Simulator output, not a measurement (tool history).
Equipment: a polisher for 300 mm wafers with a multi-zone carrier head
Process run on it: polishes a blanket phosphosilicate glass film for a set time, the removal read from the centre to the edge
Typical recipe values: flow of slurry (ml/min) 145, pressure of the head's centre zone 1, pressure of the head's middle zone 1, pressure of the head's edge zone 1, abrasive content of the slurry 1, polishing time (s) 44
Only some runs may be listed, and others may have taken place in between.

| run | hour | flow of slurry (ml/min) | pressure of the head's centre zone | pressure of the head's middle zone | pressure of the head's edge zone | abrasive content of the slurry | polishing time (s) | wafers since the last listed run | wafers polished on this pad | hours since the slurry nozzle was cleaned | hours since the centre zone pressure was calibrated | hours since the edge zone pressure was calibrated | hours since the carrier head's membrane was replaced | incoming thickness of the incoming film, nm | film removed at the wafer's centre (nm) | film removed at mid-radius (nm) | film removed at the wafer's edge (nm) |
|---|---|---|---|---|---|---|---|---|---|---|---|---|---|---|---|---|---|
| 1 | 0 | 145 | 1 | 1 | 1 | 1 | 44 | 0 | 353 | 312.3 | 1118.2 | 440 | 903.2 | 3687.8 | 262 | 282.3 | 270.5 |
|  | 16.6 | worn pad replaced by a new one |
| 2 | 17.5 | 145 | 1 | 1 | 1 | 1 | 44 | 202 | 13 | 329.8 | 1135.7 | 457.5 | 920.7 | 3682.7 | 279.7 | 293.1 | 285.3 |
| 3 | 24.1 | 145 | 1 | 1 | 1 | 1 | 44 | 99 | 113 | 336.4 | 1142.3 | 464.1 | 927.3 | 3739.2 | 268.2 | 285.3 | 271 |
| 4 | 49.4 | 145 | 1 | 1 | 1 | 1 | 44 | 380 | 493 | 361.7 | 1167.6 | 489.4 | 952.6 | 3702.2 | 259.6 | 273.1 | 268.1 |
|  | 56.5 | worn pad replaced by a new one |
|  | 66.7 | carrier head's membrane replaced by a new one |
| 5 | 67.2 | 145 | 1 | 1 | 1 | 1 | 44 | 132 | 85 | 379.5 | 1185.4 | 507.2 | 0.5 | 3729.4 | 266 | 274 | 272.6 |
|  | 77 | edge zone pressure recalibrated |
| 6 | 80.4 | 145 | 1 | 1 | 1 | 1 | 44 | 168 | 254 | 392.7 | 1198.6 | 3.4 | 13.7 | 3783.8 | 258.8 | 275.2 | 269.4 |
|  | 97.5 | worn pad replaced by a new one |
| 7 | 98 | 145 | 1 | 1 | 1 | 1 | 44 | 204 | 7 | 410.3 | 1216.2 | 21 | 31.3 | 3779.7 | 279.2 | 285.7 | 285.4 |
|  | 102.4 | centre zone pressure recalibrated |
|  | 105.1 | slurry nozzle cleaned |
| 8 | 106.9 | 145 | 1 | 1 | 1 | 1 | 44 | 88 | 95 | 1.8 | 4.5 | 29.9 | 40.2 | 3732.2 | 270.2 | 278.4 | 274.3 |
| 9 | 117.1 | 145 | 1 | 1 | 1 | 1.25 | 44 | 153 | 249 | 12 | 14.7 | 40.1 | 50.4 | 3794.3 | 284.6 | 290.1 | 293 |
| 10 | 128.5 | 145 | 1 | 1 | 1 | 1 | 44 | 171 | 420 | 23.4 | 26.1 | 51.5 | 61.8 | 3724.1 | 258.6 | 274.3 | 268.3 |
|  | 139.2 | worn pad replaced by a new one |
| 11 | 141.9 | 125 | 1 | 1 | 1 | 1 | 44 | 141 | 40 | 36.8 | 39.5 | 64.9 | 75.2 | 3717.8 | 268 | 282.4 | 277.8 |
| 12 | 151.8 | 115 | 0.95 | 0.89 | 1 | 1 | 44 | 148 | 189 | 46.7 | 49.4 | 74.8 | 85.1 | 3710.2 | 245.7 | 242 | 267.9 |
| 13 | 168.9 | 145 | 1 | 1.07 | 1.1 | 1.2 | 35 | 256 | 446 | 63.8 | 66.5 | 91.9 | 102.2 | 3716.9 | 221.6 | 245.1 | 236.3 |
|  | 178.4 | worn pad replaced by a new one |
| 14 | 178.9 | 180 | 1 | 1 | 1 | 1.15 | 44 | 90 | 7 | 73.8 | 76.5 | 101.9 | 112.2 | 3668.8 | 308.4 | 311.8 | 307.8 |
| 15 | 189.1 | 115 | 1 | 1 | 1.09 | 1 | 44 | 153 | 160 | 84 | 86.7 | 112.1 | 122.4 | 3808.1 | 253.2 | 259.8 | 276.8 |

3 ways to go on from here, each from the tool as it stands after run 15. What would each give?
| A | 189.5 | 145 | 1 | 1 | 1 | 1 | 44 | 6 | 166 | 84.4 | 87.1 | 112.5 | 122.8 | 3736.8 | ? | ? | ? |
| B | 189.5 | 185 | 1 | 1 | 0.91 | 1 | 35 | 6 | 166 | 84.4 | 87.1 | 112.5 | 122.8 | 3736.8 | ? | ? | ? |
| C | 189.5 | 145 | 1 | 0.88 | 1 | 0.7 | 44 | 6 | 166 | 84.4 | 87.1 | 112.5 | 122.8 | 3736.8 | ? | ? | ? |

| run | film removed at the wafer's centre (nm) | film removed at mid-radius (nm) | film removed at the wafer's edge (nm) |
|---|---|---|---|
| A | 267 | 279.3 | 274.2 |
| B | 221.3 | 230.4 | 214.2 |
| C | 232.6 | 218.9 | 239.4 |
Stripped of hidden state, with their random variation kept, the same runs would have yielded:
| run | film removed at the wafer's centre (nm) | film removed at mid-radius (nm) | film removed at the wafer's edge (nm) |
|---|---|---|---|
| A | 280.3 | 293.3 | 287.9 |
| B | 232.3 | 242 | 224.9 |
| C | 244.2 | 229.8 | 251.4 |

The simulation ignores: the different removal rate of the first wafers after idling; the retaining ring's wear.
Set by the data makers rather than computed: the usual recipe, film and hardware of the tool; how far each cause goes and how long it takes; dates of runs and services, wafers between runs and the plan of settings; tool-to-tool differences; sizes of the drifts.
